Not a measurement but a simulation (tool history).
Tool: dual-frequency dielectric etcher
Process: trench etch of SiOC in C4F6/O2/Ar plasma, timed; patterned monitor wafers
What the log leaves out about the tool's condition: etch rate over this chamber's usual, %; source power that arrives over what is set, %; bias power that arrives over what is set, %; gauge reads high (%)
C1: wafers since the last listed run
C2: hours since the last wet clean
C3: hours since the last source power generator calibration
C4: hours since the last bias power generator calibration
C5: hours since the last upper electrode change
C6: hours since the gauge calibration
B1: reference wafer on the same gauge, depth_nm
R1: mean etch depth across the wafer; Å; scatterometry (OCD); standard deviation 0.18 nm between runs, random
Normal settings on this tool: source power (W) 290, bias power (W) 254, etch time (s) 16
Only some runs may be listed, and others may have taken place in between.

Run 1, hour 0: usual settings but bias power (W) 284, etch time (s) 19; C1 0; C2 247.9; C3 2648.2; C4 4933.3; C5 4748.3; C6 68.2; B1 29.29. Result: R1 436.5 Å.
Run 2, hour 32.8: usual settings; C1 609; C2 280.7; C3 2681; C4 4966.1; C5 4781.1; C6 101; B1 29.29. Result: R1 354.3 Å.
Run 3, hour 47.8: usual settings but bias power (W) 296; C1 278; C2 295.7; C3 2696; C4 4981.1; C5 4796.1; C6 116; B1 29.29. Result: R1 371.3 Å.
Run 4, hour 60.1: usual settings but bias power (W) 296; C1 228; C2 308; C3 2708.3; C4 4993.4; C5 4808.4; C6 128.3; B1 29.28. Result: R1 370.8 Å.
Run 5, hour 75.9: usual settings but bias power (W) 296; C1 293; C2 323.8; C3 2724.1; C4 5009.2; C5 4824.2; C6 144.1; B1 29.28. Result: R1 375.1 Å.
Run 6, hour 85.7: usual settings but source power (W) 310; C1 181; C2 333.6; C3 2733.9; C4 5019; C5 4834; C6 153.9; B1 29.31. Result: R1 361.9 Å.
Run 7, hour 100.6: usual settings but source power (W) 310; C1 276; C2 348.5; C3 2748.8; C4 5033.9; C5 4848.9; C6 168.8; B1 29.32. Result: R1 360.9 Å.
Run 8, hour 108.4: usual settings but source power (W) 310; C1 144; C2 356.3; C3 2756.6; C4 5041.7; C5 4856.7; C6 176.6; B1 29.29. Result: R1 358.3 Å.
At hour 137: wet clean of the chamber.
At hour 153.2: gauge calibrated.
At hour 154.9: upper electrode replaced.
At hour 158.5: source power generator calibrated.
Run 9, hour 159: usual settings; C1 94; C2 22; C3 0.5; C4 5092.3; C5 4.1; C6 5.8; B1 29.32. Result: R1 354.2 Å.
Run 10, hour 159.3: usual settings but etch time (s) 13; C1 5; C2 22.3; C3 0.8; C4 5092.6; C5 4.4; C6 6.1; B1 29.25. Result: R1 289.3 Å.
Run 11, hour 159.6: usual settings but bias power (W) 294, etch time (s) 19; C1 5; C2 22.6; C3 1.1; C4 5092.9; C5 4.7; C6 6.4; B1 29.33. Result: R1 438.7 Å.
Run 12, hour 159.9: usual settings but source power (W) 320; C1 5; C2 22.9; C3 1.4; C4 5093.2; C5 5; C6 6.7; B1 29.3. Result: R1 366.2 Å.
Run 13, hour 160.2: usual settings but source power (W) 270, bias power (W) 222; C1 5; C2 23.2; C3 1.7; C4 5093.5; C5 5.3; C6 7; B1 29.29. Result: R1 327 Å.
Run 14, hour 161.4: usual settings but bias power (W) 190, etch time (s) 13; C1 22; C2 24.4; C3 2.9; C4 5094.7; C5 6.5; C6 8.2; B1 29.31. Result: R1 257.5 Å.
Run 15, hour 171.8: usual settings; C1 193; C2 34.8; C3 13.3; C4 5105.1; C5 16.9; C6 18.6; B1 29.29. Result: R1 357.4 Å.
At hour 181: bias power generator calibrated.
Run 16, hour 182: usual settings but source power (W) 310; C1 115; C2 45; C3 23.5; C4 1; C5 27.1; C6 28.8; B1 29.29. Result: R1 360.9 Å.
Run 17, hour 197.6: usual settings but source power (W) 340, bias power (W) 300; C1 289; C2 60.6; C3 39.1; C4 16.6; C5 42.7; C6 44.4; B1 29.3. Result: R1 393.7 Å.
Run 18, hour 209.3: usual settings but bias power (W) 294, etch time (s) 19; C1 217; C2 72.3; C3 50.8; C4 28.3; C5 54.4; C6 56.1; B1 29.29. Result: R1 440.2 Å.
Run 19, hour 225.1: usual settings but source power (W) 220; C1 293; C2 88.1; C3 66.6; C4 44.1; C5 70.2; C6 71.9; B1 29.29. Result: R1 328.9 Å.
Run 20, hour 233.3: usual settings but etch time (s) 20; C1 152; C2 96.3; C3 74.8; C4 52.3; C5 78.4; C6 80.1; B1 29.3. Result: R1 445.8 Å.
Run 21, hour 251: usual settings but source power (W) 270, bias power (W) 278; C1 328; C2 114; C3 92.5; C4 70; C5 96.1; C6 97.8; B1 29.33. Result: R1 356.6 Å.
Run 22, hour 262.5: usual settings; C1 213; C2 125.5; C3 104; C4 81.5; C5 107.6; C6 109.3; B1 29.31. Result: R1 355.4 Å.

Branching from run 22: 4 alternative next runs. What would each branch give?
Run A, hour 262.9: usual settings but source power (W) 270; C1 7; C2 125.9; C3 104.4; C4 81.9; C5 108; C6 109.7; B1 ?. Result: R1 ?.
Run B, hour 262.9: usual settings but source power (W) 270, etch time (s) 14; C1 7; C2 125.9; C3 104.4; C4 81.9; C5 108; C6 109.7; B1 ?. Result: R1 ?.
Run C, hour 262.9: usual settings but source power (W) 250, bias power (W) 212; C1 7; C2 125.9; C3 104.4; C4 81.9; C5 108; C6 109.7; B1 ?. Result: R1 ?.
Run D, hour 262.9: usual settings but source power (W) 310, bias power (W) 272; C1 7; C2 125.9; C3 104.4; C4 81.9; C5 108; C6 109.7; B1 ?. Result: R1 ?.

run     B1     R1
  A  29.31  347.9
  B  29.31  304.4
  C  29.31  319.2
  D  29.31  371.3
With no hidden state in the tool, these same runs would have given:
run     R1
  A  347.9
  B  304.4
  C  319.2
  D  371.3
